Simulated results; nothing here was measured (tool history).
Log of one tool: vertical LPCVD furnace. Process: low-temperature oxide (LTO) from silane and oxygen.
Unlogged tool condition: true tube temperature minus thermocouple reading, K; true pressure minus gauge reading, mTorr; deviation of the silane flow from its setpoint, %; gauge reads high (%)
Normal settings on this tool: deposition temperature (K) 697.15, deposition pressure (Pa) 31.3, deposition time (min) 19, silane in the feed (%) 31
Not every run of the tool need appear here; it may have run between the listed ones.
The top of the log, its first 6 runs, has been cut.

run,hour,deposition temperature (K),deposition pressure (Pa),deposition time (min),silane in the feed (%),wafers since the last listed run,hours since the last temperature calibration,hours since the pressure gauge was zeroed,hours since the silane flow controller was replaced,hours since the gauge calibration,"read-back reference wafer on the same gauge, thickness",film thickness on the monitor wafer in the middle of the boat (angstrom)
7,217.9,697.15,31.3,19,31,831,3644.4,4356.3,4109.9,783.7,141.03,1621.8
8,252.7,691.15,35.3,14.5,35,906,3679.2,4391.1,4144.7,818.5,140.92,1534
9,283.8,697.15,34.7,19,31,810,3710.3,4422.2,4175.8,849.6,141.02,1787.8
10,299.4,702.15,26.7,19,31,406,3725.9,4437.8,4191.4,865.2,140.97,1455.5
11,328.7,694.15,37.3,19,37,763,3755.2,4467.1,4220.7,894.5,140.96,2361.2
12,343.9,697.15,36,19,26,396,3770.4,4482.3,4235.9,909.7,140.95,1453.3
13,371.3,688.15,29.3,15,36,713,3797.8,4509.7,4263.3,937.1,140.78,1330
# hour 391.8: gauge calibrated
# hour 489.2: pressure gauge zeroed
# hour 500.7: silane flow controller replaced
14,501.2,697.15,31.3,14,31,2459,3927.7,12,0.5,109.4,141.02,1194
15,504.5,697.15,31.3,24.5,33,85,3931,15.3,3.8,112.7,141.05,2273.8
16,524.3,703.15,31.3,15.5,26,515,3950.8,35.1,23.6,132.5,140.92,1091.3
17,542.8,697.15,36,19,26,482,3969.3,53.6,42.1,151,141.08,1450.4
# hour 643.6: thermocouples replaced and temperature profile calibrated
18,645,697.15,31.3,19,31,2037,1.4,155.8,144.3,253.2,140.78,1623.8
19,657.6,708.15,38,19,33,328,14,168.4,156.9,265.8,140.78,2404.6
20,689.7,691.15,31.3,19,29,836,46.1,200.5,189,297.9,141.12,1372.9
21,708.8,701.15,31.3,19,31,497,65.2,219.6,208.1,317,141.1,1686.8
22,731,697.15,31.3,19,31,578,87.4,241.8,230.3,339.2,140.71,1610.3
23,757,697.15,28,23,31,677,113.4,267.8,256.3,365.2,140.85,1753.3
24,782,701.15,24,14.5,28,651,138.4,292.8,281.3,390.2,140.9,849.9
25,810.6,697.15,31.3,12,29,745,167,321.4,309.9,418.8,141.06,933
26,842.3,704.15,36.7,17,31,825,198.7,353.1,341.6,450.5,140.65,1838.1
27,866.7,708.15,24,13,34,635,223.1,377.5,366,474.9,140.96,1077.3
28,882.2,697.15,26.7,14.5,31,403,238.6,393,381.5,490.4,141.13,1052.5
29,914.7,685.15,35.3,19,28,846,271.1,425.5,414,522.9,140.93,1382.1
30,939.6,701.15,24.7,19,31,648,296,450.4,438.9,547.8,140.97,1328.6

Branching from run 30: 5 alternative next runs. What would each branch give?
A,943,706.15,31.3,19,31,88,299.4,453.8,442.3,551.2,?,?
B,943,701.15,34.7,19,33,88,299.4,453.8,442.3,551.2,?,?
C,943,688.15,31.3,19,33,88,299.4,453.8,442.3,551.2,?,?
D,943,697.15,31.3,19,34,88,299.4,453.8,442.3,551.2,?,?
E,943,697.15,31.3,19,29,88,299.4,453.8,442.3,551.2,?,?

run,"read-back reference wafer on the same gauge, thickness",film thickness on the monitor wafer in the middle of the boat (angstrom)
A,141.16,1785.6
B,141.16,2037.5
C,141.16,1602
D,141.16,1835.8
E,141.16,1478.3
Take away the tool's hidden state, keep each run's random variation, and the runs would have read:
run,film thickness on the monitor wafer in the middle of the boat (angstrom)
A,1785.6
B,2037.5
C,1602
D,1835.8
E,1478.3
